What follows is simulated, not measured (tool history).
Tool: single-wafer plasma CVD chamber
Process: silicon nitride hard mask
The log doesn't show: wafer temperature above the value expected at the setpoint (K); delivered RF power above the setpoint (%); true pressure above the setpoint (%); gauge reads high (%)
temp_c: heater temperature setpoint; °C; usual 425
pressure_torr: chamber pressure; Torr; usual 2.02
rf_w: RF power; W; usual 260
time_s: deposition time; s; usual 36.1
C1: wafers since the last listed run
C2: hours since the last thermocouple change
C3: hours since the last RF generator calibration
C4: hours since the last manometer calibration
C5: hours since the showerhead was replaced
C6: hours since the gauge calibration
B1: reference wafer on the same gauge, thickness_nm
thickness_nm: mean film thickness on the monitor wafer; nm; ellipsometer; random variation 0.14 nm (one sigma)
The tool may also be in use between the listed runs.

{"run": 1, "hour": 0.0, "temp_c": 425, "pressure_torr": 2.02, "rf_w": 260, "time_s": 36.1, "C1": 0, "C2": 1688.9, "C3": 996.1, "C4": 1814.4, "C5": 5238.1, "C6": 235.2, "B1": 43.289, "thickness_nm": 37.137}
{"run": 2, "hour": 8.4, "temp_c": 425, "pressure_torr": 2.02, "rf_w": 295, "time_s": 34.2, "C1": 159, "C2": 1697.3, "C3": 1004.5, "C4": 1822.8, "C5": 5246.5, "C6": 243.6, "B1": 43.285, "thickness_nm": 38.379}
{"run": 3, "hour": 19.9, "temp_c": 425, "pressure_torr": 2.02, "rf_w": 295, "time_s": 34.2, "C1": 218, "C2": 1708.8, "C3": 1016, "C4": 1834.3, "C5": 5258, "C6": 255.1, "B1": 43.281, "thickness_nm": 38.143}
{"run": 4, "hour": 32.3, "temp_c": 422, "pressure_torr": 2.02, "rf_w": 260, "time_s": 36.1, "C1": 236, "C2": 1721.2, "C3": 1028.4, "C4": 1846.7, "C5": 5270.4, "C6": 267.5, "B1": 43.285, "thickness_nm": 37.117}
{"run": 5, "hour": 49.0, "temp_c": 422, "pressure_torr": 2.02, "rf_w": 260, "time_s": 36.1, "C1": 317, "C2": 1737.9, "C3": 1045.1, "C4": 1863.4, "C5": 5287.1, "C6": 284.2, "B1": 43.294, "thickness_nm": 37.102}
{"run": 6, "hour": 56.6, "temp_c": 415, "pressure_torr": 2.02, "rf_w": 260, "time_s": 36.1, "C1": 144, "C2": 1745.5, "C3": 1052.7, "C4": 1871, "C5": 5294.7, "C6": 291.8, "B1": 43.298, "thickness_nm": 37.288}
{"run": 7, "hour": 66.0, "temp_c": 415, "pressure_torr": 2.02, "rf_w": 260, "time_s": 36.1, "C1": 178, "C2": 1754.9, "C3": 1062.1, "C4": 1880.4, "C5": 5304.1, "C6": 301.2, "B1": 43.294, "thickness_nm": 37.43}
{"run": 8, "hour": 73.7, "temp_c": 425, "pressure_torr": 2.02, "rf_w": 260, "time_s": 36.1, "C1": 146, "C2": 1762.6, "C3": 1069.8, "C4": 1888.1, "C5": 5311.8, "C6": 308.9, "B1": 43.288, "thickness_nm": 37.219}
{"run": 9, "hour": 89.3, "temp_c": 425, "pressure_torr": 2.02, "rf_w": 260, "time_s": 36.1, "C1": 297, "C2": 1778.2, "C3": 1085.4, "C4": 1903.7, "C5": 5327.4, "C6": 324.5, "B1": 43.307, "thickness_nm": 37.1}
{"run": 10, "hour": 100.5, "temp_c": 425, "pressure_torr": 2.02, "rf_w": 260, "time_s": 33.4, "C1": 213, "C2": 1789.4, "C3": 1096.6, "C4": 1914.9, "C5": 5338.6, "C6": 335.7, "B1": 43.329, "thickness_nm": 34.324}
{"run": 11, "hour": 116.0, "temp_c": 413, "pressure_torr": 2.02, "rf_w": 260, "time_s": 38, "C1": 295, "C2": 1804.9, "C3": 1112.1, "C4": 1930.4, "C5": 5354.1, "C6": 351.2, "B1": 43.279, "thickness_nm": 39.49}
{"hour": 134.5, "done": "thermocouple changed; heater temperature recalibrated"}
{"run": 12, "hour": 135.0, "temp_c": 425, "pressure_torr": 1.88, "rf_w": 215, "time_s": 36.1, "C1": 209, "C2": 0.5, "C3": 1131.1, "C4": 1949.4, "C5": 5373.1, "C6": 370.2, "B1": 43.277, "thickness_nm": 31.836}
{"run": 13, "hour": 174.6, "temp_c": 425, "pressure_torr": 2.41, "rf_w": 280, "time_s": 29.6, "C1": 753, "C2": 40.1, "C3": 1170.7, "C4": 1989, "C5": 5412.7, "C6": 409.8, "B1": 43.283, "thickness_nm": 33.705}
{"run": 14, "hour": 182.5, "temp_c": 425, "pressure_torr": 2.02, "rf_w": 260, "time_s": 36.1, "C1": 150, "C2": 48, "C3": 1178.6, "C4": 1996.9, "C5": 5420.6, "C6": 417.7, "B1": 43.327, "thickness_nm": 37.13}
{"run": 15, "hour": 193.8, "temp_c": 425, "pressure_torr": 2.02, "rf_w": 275, "time_s": 36.1, "C1": 215, "C2": 59.3, "C3": 1189.9, "C4": 2008.2, "C5": 5431.9, "C6": 429, "B1": 43.332, "thickness_nm": 38.672}
{"hour": 202.0, "done": "gauge calibrated"}
{"run": 16, "hour": 221.5, "temp_c": 425, "pressure_torr": 2.02, "rf_w": 290, "time_s": 36.1, "C1": 527, "C2": 87, "C3": 1217.6, "C4": 2035.9, "C5": 5459.6, "C6": 19.5, "B1": 43.311, "thickness_nm": 39.438}
{"run": 17, "hour": 235.4, "temp_c": 425, "pressure_torr": 2.39, "rf_w": 260, "time_s": 29, "C1": 264, "C2": 100.9, "C3": 1231.5, "C4": 2049.8, "C5": 5473.5, "C6": 33.4, "B1": 43.279, "thickness_nm": 31.449}
{"run": 18, "hour": 248.1, "temp_c": 432, "pressure_torr": 2.4, "rf_w": 260, "time_s": 36.1, "C1": 241, "C2": 113.6, "C3": 1244.2, "C4": 2062.5, "C5": 5486.2, "C6": 46.1, "B1": 43.312, "thickness_nm": 39.003}
{"hour": 259.3, "done": "showerhead replaced"}
{"run": 19, "hour": 264.3, "temp_c": 425, "pressure_torr": 2.39, "rf_w": 260, "time_s": 29.2, "C1": 156, "C2": 129.8, "C3": 1260.4, "C4": 2078.7, "C5": 5, "C6": 62.3, "B1": 43.31, "thickness_nm": 31.652}
{"run": 20, "hour": 278.4, "temp_c": 425, "pressure_torr": 2.02, "rf_w": 260, "time_s": 36.1, "C1": 268, "C2": 143.9, "C3": 1274.5, "C4": 2092.8, "C5": 19.1, "C6": 76.4, "B1": 43.324, "thickness_nm": 36.969}
{"hour": 291.0, "done": "RF generator calibrated"}
{"run": 21, "hour": 294.9, "temp_c": 420, "pressure_torr": 2.02, "rf_w": 260, "time_s": 28.9, "C1": 161, "C2": 160.4, "C3": 3.9, "C4": 2109.3, "C5": 35.6, "C6": 92.9, "B1": 43.287, "thickness_nm": 30.971}
{"hour": 315.9, "done": "capacitance manometer re-zeroed and calibrated"}
{"run": 22, "hour": 316.4, "temp_c": 425, "pressure_torr": 2.02, "rf_w": 260, "time_s": 36.1, "C1": 257, "C2": 181.9, "C3": 25.4, "C4": 0.5, "C5": 57.1, "C6": 114.4, "B1": 43.286, "thickness_nm": 38.437}
{"run": 23, "hour": 324.4, "temp_c": 425, "pressure_torr": 2.02, "rf_w": 260, "time_s": 36.1, "C1": 152, "C2": 189.9, "C3": 33.4, "C4": 8.5, "C5": 65.1, "C6": 122.4, "B1": 43.327, "thickness_nm": 38.607}
{"run": 24, "hour": 341.8, "temp_c": 410, "pressure_torr": 2.02, "rf_w": 225, "time_s": 43.2, "C1": 331, "C2": 207.3, "C3": 50.8, "C4": 25.9, "C5": 82.5, "C6": 139.8, "B1": 43.324, "thickness_nm": 42.316}
{"run": 25, "hour": 371.2, "temp_c": 413, "pressure_torr": 2.02, "rf_w": 260, "time_s": 36.1, "C1": 559, "C2": 236.7, "C3": 80.2, "C4": 55.3, "C5": 111.9, "C6": 169.2, "B1": 43.292, "thickness_nm": 38.478}
{"run": 26, "hour": 388.0, "temp_c": 425, "pressure_torr": 2.02, "rf_w": 260, "time_s": 36.1, "C1": 319, "C2": 253.5, "C3": 97, "C4": 72.1, "C5": 128.7, "C6": 186, "B1": 43.287, "thickness_nm": 38.218}
{"run": 27, "hour": 401.8, "temp_c": 425, "pressure_torr": 2.02, "rf_w": 260, "time_s": 36.1, "C1": 262, "C2": 267.3, "C3": 110.8, "C4": 85.9, "C5": 142.5, "C6": 199.8, "B1": 43.292, "thickness_nm": 38.289}
{"run": 28, "hour": 417.8, "temp_c": 425, "pressure_torr": 1.69, "rf_w": 210, "time_s": 31.6, "C1": 304, "C2": 283.3, "C3": 126.8, "C4": 101.9, "C5": 158.5, "C6": 215.8, "B1": 43.318, "thickness_nm": 27.284}
{"run": 29, "hour": 426.1, "temp_c": 425, "pressure_torr": 2.02, "rf_w": 295, "time_s": 36.1, "C1": 158, "C2": 291.6, "C3": 135.1, "C4": 110.2, "C5": 166.8, "C6": 224.1, "B1": 43.303, "thickness_nm": 41.436}
{"run": 30, "hour": 439.7, "temp_c": 425, "pressure_torr": 1.76, "rf_w": 260, "time_s": 38.2, "C1": 258, "C2": 305.2, "C3": 148.7, "C4": 123.8, "C5": 180.4, "C6": 237.7, "B1": 43.308, "thickness_nm": 38.456}

3 ways to go on from here, each from the tool as it stands after run 30. What would each give?
{"run": "A", "hour": 440.1, "temp_c": 425, "pressure_torr": 2.02, "rf_w": 260, "time_s": 42.9, "C1": 7, "C2": 305.6, "C3": 149.1, "C4": 124.2, "C5": 180.8, "C6": 238.1, "B1": "?", "thickness_nm": "?"}
{"run": "B", "hour": 440.1, "temp_c": 425, "pressure_torr": 2.31, "rf_w": 260, "time_s": 36.1, "C1": 7, "C2": 305.6, "C3": 149.1, "C4": 124.2, "C5": 180.8, "C6": 238.1, "B1": "?", "thickness_nm": "?"}
{"run": "C", "hour": 440.1, "temp_c": 425, "pressure_torr": 2.02, "rf_w": 310, "time_s": 36.1, "C1": 7, "C2": 305.6, "C3": 149.1, "C4": 124.2, "C5": 180.8, "C6": 238.1, "B1": "?", "thickness_nm": "?"}

run=A B1=43.315 thickness_nm=45.33
run=B B1=43.315 thickness_nm=39.983
run=C B1=43.315 thickness_nm=42.615
Without the tool's hidden state the same runs would have given:
run=A thickness_nm=46.216
run=B thickness_nm=40.764
run=C thickness_nm=43.4
